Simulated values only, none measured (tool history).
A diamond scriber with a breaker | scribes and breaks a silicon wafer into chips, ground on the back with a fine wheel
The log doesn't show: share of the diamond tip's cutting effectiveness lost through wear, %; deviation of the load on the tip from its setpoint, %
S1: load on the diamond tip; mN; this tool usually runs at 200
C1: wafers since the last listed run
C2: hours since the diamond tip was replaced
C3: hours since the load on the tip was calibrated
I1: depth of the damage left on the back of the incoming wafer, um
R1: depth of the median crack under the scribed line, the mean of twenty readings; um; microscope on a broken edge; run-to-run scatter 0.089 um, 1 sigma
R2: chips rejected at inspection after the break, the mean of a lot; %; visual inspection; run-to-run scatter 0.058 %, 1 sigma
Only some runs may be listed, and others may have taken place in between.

{"run": 1, "hour": 0.0, "S1": 200, "C1": 0, "C2": 507.3, "C3": 539.7, "I1": 2.25, "R1": 8.97, "R2": 2.21}
{"run": 2, "hour": 13.0, "S1": 200, "C1": 41, "C2": 520.3, "C3": 552.7, "I1": 2.46, "R1": 8.98, "R2": 2.73}
{"run": 3, "hour": 29.6, "S1": 200, "C1": 52, "C2": 536.9, "C3": 569.3, "I1": 2.88, "R1": 8.81, "R2": 3.79}
{"hour": 33.4, "done": "load on the tip recalibrated"}
{"run": 4, "hour": 62.4, "S1": 225, "C1": 97, "C2": 569.7, "C3": 29.0, "I1": 1.76, "R1": 9.5, "R2": 1.04}
{"run": 5, "hour": 85.6, "S1": 225, "C1": 73, "C2": 592.9, "C3": 52.2, "I1": 1.85, "R1": 9.5, "R2": 0.97}
{"run": 6, "hour": 99.1, "S1": 227, "C1": 42, "C2": 606.4, "C3": 65.7, "I1": 2.09, "R1": 9.38, "R2": 1.36}
{"run": 7, "hour": 127.8, "S1": 227, "C1": 90, "C2": 635.1, "C3": 94.4, "I1": 2.13, "R1": 9.5, "R2": 1.48}
{"run": 8, "hour": 157.3, "S1": 200, "C1": 93, "C2": 664.6, "C3": 123.9, "I1": 2.34, "R1": 8.79, "R2": 2.88}
{"run": 9, "hour": 186.9, "S1": 200, "C1": 93, "C2": 694.2, "C3": 153.5, "I1": 2.38, "R1": 8.62, "R2": 3.09}
{"run": 10, "hour": 209.4, "S1": 200, "C1": 71, "C2": 716.7, "C3": 176.0, "I1": 1.53, "R1": 8.81, "R2": 1.82}
{"run": 11, "hour": 242.7, "S1": 200, "C1": 105, "C2": 750.0, "C3": 209.3, "I1": 2.79, "R1": 8.62, "R2": 4.26}
{"run": 12, "hour": 258.6, "S1": 200, "C1": 50, "C2": 765.9, "C3": 225.2, "I1": 2.61, "R1": 8.63, "R2": 4.03}
{"run": 13, "hour": 272.1, "S1": 200, "C1": 42, "C2": 779.4, "C3": 238.7, "I1": 2.46, "R1": 8.65, "R2": 3.46}
{"run": 14, "hour": 302.3, "S1": 200, "C1": 95, "C2": 809.6, "C3": 268.9, "I1": 1.59, "R1": 8.61, "R2": 2.21}
{"run": 15, "hour": 333.2, "S1": 200, "C1": 97, "C2": 840.5, "C3": 299.8, "I1": 2.57, "R1": 8.51, "R2": 3.82}
{"run": 16, "hour": 353.3, "S1": 200, "C1": 63, "C2": 860.6, "C3": 319.9, "I1": 2.67, "R1": 8.43, "R2": 4.3}
{"run": 17, "hour": 378.9, "S1": 200, "C1": 80, "C2": 886.2, "C3": 345.5, "I1": 1.68, "R1": 8.55, "R2": 2.54}
{"run": 18, "hour": 414.6, "S1": 200, "C1": 112, "C2": 921.9, "C3": 381.2, "I1": 3.0, "R1": 8.51, "R2": 5.63}
{"run": 19, "hour": 434.5, "S1": 222, "C1": 62, "C2": 941.8, "C3": 401.1, "I1": 2.52, "R1": 8.89, "R2": 3.09}
{"run": 20, "hour": 468.9, "S1": 200, "C1": 108, "C2": 976.2, "C3": 435.5, "I1": 1.9, "R1": 8.53, "R2": 2.99}
{"run": 21, "hour": 492.2, "S1": 224, "C1": 73, "C2": 999.5, "C3": 458.8, "I1": 2.85, "R1": 8.98, "R2": 3.87}
{"run": 22, "hour": 518.5, "S1": 200, "C1": 83, "C2": 1025.8, "C3": 485.1, "I1": 2.44, "R1": 8.39, "R2": 4.44}

Run 23, settings as shown, results not yet in. Your forecast:
{"run": 23, "hour": 532.7, "S1": 246, "C1": 44, "C2": 1040.0, "C3": 499.3, "I1": 1.83, "R1": "?", "R2": "?"}

R1: 9.48 um
R2: 1.26 %
Take away the tool's hidden state, keep the run-to-run variation as it was, and the same run would have given R1 10.93 um, R2 2.16 %.

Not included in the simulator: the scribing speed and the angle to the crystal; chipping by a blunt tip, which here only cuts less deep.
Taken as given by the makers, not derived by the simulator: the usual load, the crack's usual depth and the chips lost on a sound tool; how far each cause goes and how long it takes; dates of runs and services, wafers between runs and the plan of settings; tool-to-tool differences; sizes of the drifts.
